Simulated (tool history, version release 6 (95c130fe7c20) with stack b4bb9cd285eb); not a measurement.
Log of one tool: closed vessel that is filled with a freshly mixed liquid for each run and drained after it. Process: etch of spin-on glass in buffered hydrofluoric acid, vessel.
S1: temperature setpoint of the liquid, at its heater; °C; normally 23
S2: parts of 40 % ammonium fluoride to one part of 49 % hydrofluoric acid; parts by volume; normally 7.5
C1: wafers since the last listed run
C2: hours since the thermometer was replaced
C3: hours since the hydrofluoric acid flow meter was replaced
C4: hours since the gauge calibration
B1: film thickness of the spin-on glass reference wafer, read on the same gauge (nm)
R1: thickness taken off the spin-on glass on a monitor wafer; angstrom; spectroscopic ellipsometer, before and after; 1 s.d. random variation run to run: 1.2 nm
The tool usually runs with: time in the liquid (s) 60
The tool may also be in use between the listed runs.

run 1 hour=0 | S1=23 S2=7.5 time_in_the_liquid_(s)=60 | C1=0 C2=43.3 C3=1680.3 C4=906 | B1=40 | R1=3215.5
run 2 hour=21.3 | S1=23 S2=7.5 time_in_the_liquid_(s)=60 | C1=2794 C2=64.6 C3=1701.6 C4=927.3 | B1=40 | R1=3233
run 3 hour=46.6 | S1=23 S2=9.5 time_in_the_liquid_(s)=60 | C1=3318 C2=89.9 C3=1726.9 C4=952.6 | B1=40.01 | R1=2541.1
run 4 hour=64.8 | S1=23 S2=7.5 time_in_the_liquid_(s)=60 | C1=2387 C2=108.1 C3=1745.1 C4=970.8 | B1=39.99 | R1=3212.4
run 5 hour=81.9 | S1=23 S2=7.5 time_in_the_liquid_(s)=60 | C1=2243 C2=125.2 C3=1762.2 C4=987.9 | B1=39.99 | R1=3225.1
run 6 hour=95.6 | S1=24.5 S2=7.5 time_in_the_liquid_(s)=85 | C1=1797 C2=138.9 C3=1775.9 C4=1001.6 | B1=40.02 | R1=4906.6
run 7 hour=124.3 | S1=24.5 S2=7.5 time_in_the_liquid_(s)=85 | C1=3764 C2=167.6 C3=1804.6 C4=1030.3 | B1=39.99 | R1=4974.2
run 8 hour=142.7 | S1=24.5 S2=7.5 time_in_the_liquid_(s)=85 | C1=2413 C2=186 C3=1823 C4=1048.7 | B1=40 | R1=4948.7
-- hour=157.3 gauge calibrated
run 9 hour=159.3 | S1=23 S2=6 time_in_the_liquid_(s)=75 | C1=2177 C2=202.6 C3=1839.6 C4=2 | B1=40 | R1=4968.5
run 10 hour=172.6 | S1=23 S2=7.5 time_in_the_liquid_(s)=60 | C1=1744 C2=215.9 C3=1852.9 C4=15.3 | B1=40.02 | R1=3239.6
run 11 hour=198.1 | S1=23 S2=7.5 time_in_the_liquid_(s)=60 | C1=3345 C2=241.4 C3=1878.4 C4=40.8 | B1=40 | R1=3224.7
run 12 hour=215.8 | S1=25 S2=5 time_in_the_liquid_(s)=75 | C1=2321 C2=259.1 C3=1896.1 C4=58.5 | B1=40.01 | R1=6498.5
run 13 hour=235.9 | S1=26 S2=7.5 time_in_the_liquid_(s)=75 | C1=2636 C2=279.2 C3=1916.2 C4=78.6 | B1=39.99 | R1=4750.3
-- hour=256.8 hydrofluoric acid flow meter replaced
run 14 hour=260.8 | S1=23 S2=7.5 time_in_the_liquid_(s)=35 | C1=3135 C2=304.1 C3=4 C4=103.5 | B1=40 | R1=1876.9
run 15 hour=273 | S1=19.5 S2=7.5 time_in_the_liquid_(s)=35 | C1=1600 C2=316.3 C3=16.2 C4=115.7 | B1=40 | R1=1552.9
run 16 hour=302.9 | S1=23 S2=7.5 time_in_the_liquid_(s)=60 | C1=3922 C2=346.2 C3=46.1 C4=145.6 | B1=40.01 | R1=3215.3
run 17 hour=322.5 | S1=20.5 S2=6.5 time_in_the_liquid_(s)=75 | C1=2571 C2=365.8 C3=65.7 C4=165.2 | B1=40 | R1=4047
run 18 hour=350.4 | S1=23 S2=7.5 time_in_the_liquid_(s)=30 | C1=3659 C2=393.7 C3=93.6 C4=193.1 | B1=40.03 | R1=1623.3
run 19 hour=384.3 | S1=23 S2=7.5 time_in_the_liquid_(s)=60 | C1=4446 C2=427.6 C3=127.5 C4=227 | B1=39.99 | R1=3240.9
run 20 hour=420.1 | S1=24.5 S2=9 time_in_the_liquid_(s)=45 | C1=4696 C2=463.4 C3=163.3 C4=262.8 | B1=39.99 | R1=2178
run 21 hour=437.7 | S1=26.5 S2=5 time_in_the_liquid_(s)=80 | C1=2308 C2=481 C3=180.9 C4=280.4 | B1=40.01 | R1=7548.8
run 22 hour=472.6 | S1=23 S2=7.5 time_in_the_liquid_(s)=60 | C1=4578 C2=515.9 C3=215.8 C4=315.3 | B1=40 | R1=3254.8
run 23 hour=499.8 | S1=23 S2=5.5 time_in_the_liquid_(s)=75 | C1=3568 C2=543.1 C3=243 C4=342.5 | B1=40.01 | R1=5401.8
run 24 hour=511.9 | S1=23 S2=7.5 time_in_the_liquid_(s)=80 | C1=1587 C2=555.2 C3=255.1 C4=354.6 | B1=40.01 | R1=4357.9
run 25 hour=542 | S1=23 S2=7.5 time_in_the_liquid_(s)=60 | C1=3948 C2=585.3 C3=285.2 C4=384.7 | B1=39.98 | R1=3238
run 26 hour=565.8 | S1=27 S2=7.5 time_in_the_liquid_(s)=60 | C1=3122 C2=609.1 C3=309 C4=408.5 | B1=39.98 | R1=4038.6
run 27 hour=586.2 | S1=23 S2=7.5 time_in_the_liquid_(s)=60 | C1=2676 C2=629.5 C3=329.4 C4=428.9 | B1=39.98 | R1=3256
run 28 hour=621 | S1=23 S2=7.5 time_in_the_liquid_(s)=85 | C1=4565 C2=664.3 C3=364.2 C4=463.7 | B1=40 | R1=4613.2
run 29 hour=656.7 | S1=23 S2=7.5 time_in_the_liquid_(s)=60 | C1=4683 C2=700 C3=399.9 C4=499.4 | B1=39.98 | R1=3265.6
run 30 hour=671.7 | S1=23 S2=7.5 time_in_the_liquid_(s)=60 | C1=1967 C2=715 C3=414.9 C4=514.4 | B1=39.99 | R1=3256.1
run 31 hour=692.8 | S1=24.5 S2=7.5 time_in_the_liquid_(s)=60 | C1=2767 C2=736.1 C3=436 C4=535.5 | B1=40.01 | R1=3562.6
run 32 hour=718.7 | S1=23 S2=7.5 time_in_the_liquid_(s)=50 | C1=3397 C2=762 C3=461.9 C4=561.4 | B1=40 | R1=2727.8
run 33 hour=733.4 | S1=23 S2=7.5 time_in_the_liquid_(s)=60 | C1=1928 C2=776.7 C3=476.6 C4=576.1 | B1=39.99 | R1=3267.9

Alternative continuations, all from the tool just after run 33; predict every row:
run A hour=734.1 | S1=23 S2=7.5 time_in_the_liquid_(s)=60 | C1=91 C2=777.4 C3=477.3 C4=576.8 | B1=? | R1=?
run B hour=734.1 | S1=18 S2=10.5 time_in_the_liquid_(s)=35 | C1=91 C2=777.4 C3=477.3 C4=576.8 | B1=? | R1=?
run C hour=734.1 | S1=20 S2=5 time_in_the_liquid_(s)=95 | C1=91 C2=777.4 C3=477.3 C4=576.8 | B1=? | R1=?
run D hour=734.1 | S1=24.5 S2=6 time_in_the_liquid_(s)=85 | C1=91 C2=777.4 C3=477.3 C4=576.8 | B1=? | R1=?

run=A B1=40 R1=3265
run=B B1=40 R1=1056.2
run=C B1=40 R1=6295
run=D B1=40 R1=6178.8
Without the tool's hidden state the same runs would have given:
run=A R1=3189
run=B R1=1030.8
run=C R1=6145.9
run=D R1=6036.6

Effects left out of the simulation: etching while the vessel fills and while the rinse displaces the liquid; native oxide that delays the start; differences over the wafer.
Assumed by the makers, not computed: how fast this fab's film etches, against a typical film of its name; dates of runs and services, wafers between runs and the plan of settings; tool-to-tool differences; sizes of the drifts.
